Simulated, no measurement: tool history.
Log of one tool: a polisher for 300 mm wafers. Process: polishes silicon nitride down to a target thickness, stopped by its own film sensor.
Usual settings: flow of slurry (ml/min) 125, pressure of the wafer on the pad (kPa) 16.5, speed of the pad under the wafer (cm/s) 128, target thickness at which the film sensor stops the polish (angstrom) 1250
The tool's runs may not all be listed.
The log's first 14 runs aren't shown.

run,day,flow of slurry (ml/min),pressure of the wafer on the pad (kPa),speed of the pad under the wafer (cm/s),target thickness at which the film sensor stops the polish (angstrom),"incoming thickness of the incoming film, nm",time until the film sensor stopped the polish (s)
# day 48.088: worn pad replaced by a new one
# day 49.950: head pressure recalibrated
15,51.475,80,16.5,164,1250,325.8,143.2
16,54.171,125,16.5,128,1250,331.2,152.8
17,56.729,125,16.5,128,570,325.3,189.4
18,59.112,125,16.5,148,1250,326.4,131.7
# day 60.758: slurry nozzle cleaned
19,61.912,150,16.5,156,1250,333.1,125.2
20,63.571,155,16.5,128,1250,327.4,136.0
21,65.821,125,16.5,170,550,330.9,168.7
22,74.033,125,16.5,128,1250,333.1,154.3
23,78.283,90,16.5,88,1250,331.6,206.8
24,80.433,125,16.5,128,1250,332.5,148.9
# day 81.633: worn pad replaced by a new one
25,83.367,145,17.9,94,940,325.6,189.0
26,86.233,125,14.5,94,1250,324.7,198.3
27,88.925,100,11.0,86,1810,331.6,224.9
28,90.946,125,16.5,128,1250,330.7,153.4
# day 91.329: slurry nozzle cleaned
29,95.104,125,14.5,94,880,330.8,233.3
# day 97.271: head pressure recalibrated
30,100.746,80,16.5,164,1250,332.1,142.8

Run 31 comes next. What will it give?
31,103.188,165,13.8,162,1250,331.9,?

time until the film sensor stopped the polish (s): 147.6
Without the tool's hidden state the same run would have given time until the film sensor stopped the polish (s) 143.7.

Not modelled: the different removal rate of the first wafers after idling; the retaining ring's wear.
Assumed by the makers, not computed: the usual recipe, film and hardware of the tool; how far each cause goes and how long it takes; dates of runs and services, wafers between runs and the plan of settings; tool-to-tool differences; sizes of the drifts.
